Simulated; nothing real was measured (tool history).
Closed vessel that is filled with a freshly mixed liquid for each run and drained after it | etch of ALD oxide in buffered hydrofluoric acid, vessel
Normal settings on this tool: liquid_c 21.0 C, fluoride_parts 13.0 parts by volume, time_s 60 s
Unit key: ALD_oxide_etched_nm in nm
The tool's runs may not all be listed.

run	hour	liquid_c	fluoride_parts	time_s	wafers since the last listed run	hours since the thermometer was replaced	hours since the hydrofluoric acid flow meter was replaced	hours since the gauge calibration	read-back film thickness of the ALD oxide reference wafer, read on the same gauge (nm)	ALD_oxide_etched_nm
1	0.0	21.0	13.0	60	0	1492.9	1939.0	346.3	120.00	164.28
2	18.3	21.0	13.0	60	1548	1511.2	1957.3	364.6	120.02	164.50
3	42.5	21.0	13.0	60	2047	1535.4	1981.5	388.8	120.00	162.64
4	56.5	21.0	13.0	60	1184	1549.4	1995.5	402.8	119.99	164.51
5	74.5	23.5	13.0	35	1523	1567.4	2013.5	420.8	119.99	112.29
6	98.8	23.5	13.0	35	2056	1591.7	2037.8	445.1	120.02	110.45
7	114.7	23.5	13.0	35	1345	1607.6	2053.7	461.0	119.96	112.21
8	126.7	21.0	13.0	60	1015	1619.6	2065.7	473.0	120.00	166.49
# hour 190.6: thermometer replaced
# hour 199.0: gauge calibrated
9	223.9	21.0	13.0	60	8140	33.3	2162.9	24.9	119.97	146.22
10	249.4	21.0	13.0	60	2157	58.8	2188.4	50.4	119.98	145.22
11	261.9	21.0	9.5	60	1057	71.3	2200.9	62.9	120.00	198.19
12	278.9	21.0	13.0	60	1438	88.3	2217.9	79.9	120.04	146.58
# hour 287.1: hydrofluoric acid flow meter replaced
13	308.6	26.0	10.5	70	2428	118.0	21.5	109.6	120.01	276.26
14	346.3	24.0	11.5	75	3190	155.7	59.2	147.3	120.01	242.23
15	378.5	21.0	8.5	60	2724	187.9	91.4	179.5	120.02	213.89
16	401.4	24.0	16.0	75	1937	210.8	114.3	202.4	120.03	178.61

Expected results for the next run?
17	413.6	24.0	15.0	45	1032	223.0	126.5	214.6	?	?

{"run 17": {"read-back film thickness of the ALD oxide reference wafer, read on the same gauge (nm)": 119.98, "ALD_oxide_etched_nm": 113.32}}
On a tool with no hidden condition, and with the same random variation, this run would have come out at ALD_oxide_etched_nm 110.39 nm.

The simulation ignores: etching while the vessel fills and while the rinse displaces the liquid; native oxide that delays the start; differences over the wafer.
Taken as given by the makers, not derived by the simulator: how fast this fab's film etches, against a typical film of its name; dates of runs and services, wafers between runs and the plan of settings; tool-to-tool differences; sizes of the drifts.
